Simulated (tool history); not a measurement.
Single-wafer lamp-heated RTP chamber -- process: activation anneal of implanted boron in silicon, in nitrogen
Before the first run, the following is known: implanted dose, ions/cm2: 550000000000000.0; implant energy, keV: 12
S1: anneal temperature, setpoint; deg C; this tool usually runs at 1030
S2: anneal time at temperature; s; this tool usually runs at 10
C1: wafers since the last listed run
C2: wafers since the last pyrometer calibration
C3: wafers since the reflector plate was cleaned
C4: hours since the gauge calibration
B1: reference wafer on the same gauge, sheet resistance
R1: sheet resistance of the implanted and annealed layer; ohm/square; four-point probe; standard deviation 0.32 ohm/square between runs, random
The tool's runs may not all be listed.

run	hour	S1	S2	C1	C2	C3	C4	B1	R1
1	0.0	1030	13	0	4260	5320	153.8	247.40	215.59
2	10.4	1030	13	157	4417	5478	164.2	247.40	215.10
# hour 15.4: gauge calibrated
3	26.5	1030	13	244	4662	5723	11.1	246.32	213.61
4	44.4	1030	10	271	4934	5995	29.0	246.11	214.82
5	61.4	1030	10	258	5192	6253	46.0	246.33	214.52
6	68.1	1047	10	101	5294	6355	52.7	246.24	213.83
7	77.1	1047	10	136	5431	6491	61.7	246.35	214.52
8	84.4	1047	10	110	5541	6602	69.0	246.39	213.52
9	99.6	1030	10	230	5772	6833	84.2	246.55	214.41
10	116.1	1030	10	250	6023	7084	100.7	246.60	215.28
# hour 134.3: pyrometer window cleaned and pyrometer calibrated
11	134.8	1010	13	162	8	7246	119.4	246.92	216.94
12	143.7	1060	6	135	143	7381	128.3	246.91	215.26
13	159.7	1044	10	243	386	7624	144.3	247.06	214.68
# hour 175.6: reflector plate cleaned
14	176.1	1009	14	127	513	6	160.7	247.53	216.59
15	188.0	1008	7	180	694	187	172.6	247.72	218.79
16	202.5	1030	10	220	914	407	187.1	247.92	216.32
17	214.5	1030	10	182	1096	590	199.1	248.17	216.75
18	223.0	1030	15	129	1226	719	207.6	248.50	215.89
# hour 223.7: gauge calibrated
19	267.6	1055	5	677	1903	1396	43.9	246.14	213.99
20	285.4	1006	8	270	2173	1666	61.7	246.18	217.11

Alternative continuations, all from the tool just after run 20; predict every row:
A	285.8	1030	8	6	2179	1672	62.1	?	?
B	285.8	1018	15	6	2179	1672	62.1	?	?
C	285.8	1040	5	6	2179	1672	62.1	?	?
D	285.8	1054	6	6	2179	1672	62.1	?	?
E	285.8	1015	8	6	2179	1672	62.1	?	?

run	B1	R1
A	246.34	215.40
B	246.34	215.31
C	246.34	215.49
D	246.34	214.98
E	246.34	216.59
Had the tool no hidden state, the same runs would have come out as:
run	R1
A	215.21
B	215.13
C	215.30
D	214.80
E	216.40
